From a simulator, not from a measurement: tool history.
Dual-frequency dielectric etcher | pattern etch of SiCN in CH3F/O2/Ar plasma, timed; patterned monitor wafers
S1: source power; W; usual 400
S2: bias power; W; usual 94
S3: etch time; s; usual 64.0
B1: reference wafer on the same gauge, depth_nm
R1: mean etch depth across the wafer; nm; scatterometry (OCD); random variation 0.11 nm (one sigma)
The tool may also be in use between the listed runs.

run	day	S1	S2	S3	B1	R1
1	0.000	400	94	68.0	29.29	28.11
2	2.604	400	94	68.0	29.34	28.11
3	4.329	400	94	68.0	29.29	27.93
4	7.225	400	94	64.0	29.28	26.34
5	8.408	400	94	64.0	29.26	26.38
6	10.229	400	94	64.0	29.28	26.17
7	12.367	340	94	54.5	29.21	21.16
8	14.338	340	94	54.5	29.24	20.83
9	16.338	400	111	64.0	29.28	27.65
10	18.008	400	111	64.0	29.31	27.42
# day 19.746: wet clean of the chamber
11	20.350	400	111	64.0	29.32	28.79
12	22.242	400	94	64.0	29.36	26.80
# day 22.958: source power generator calibrated
13	24.700	400	94	64.0	29.25	26.65
14	26.629	350	107	55.5	29.32	23.37
# day 28.308: upper electrode replaced
15	28.329	400	94	70.0	29.25	28.73

Forecast run 16:
16	28.942	400	94	64.0	?	?

B1: 29.32
R1: 26.39 nm
Without the tool's hidden state the same run would have given R1 26.83 nm.
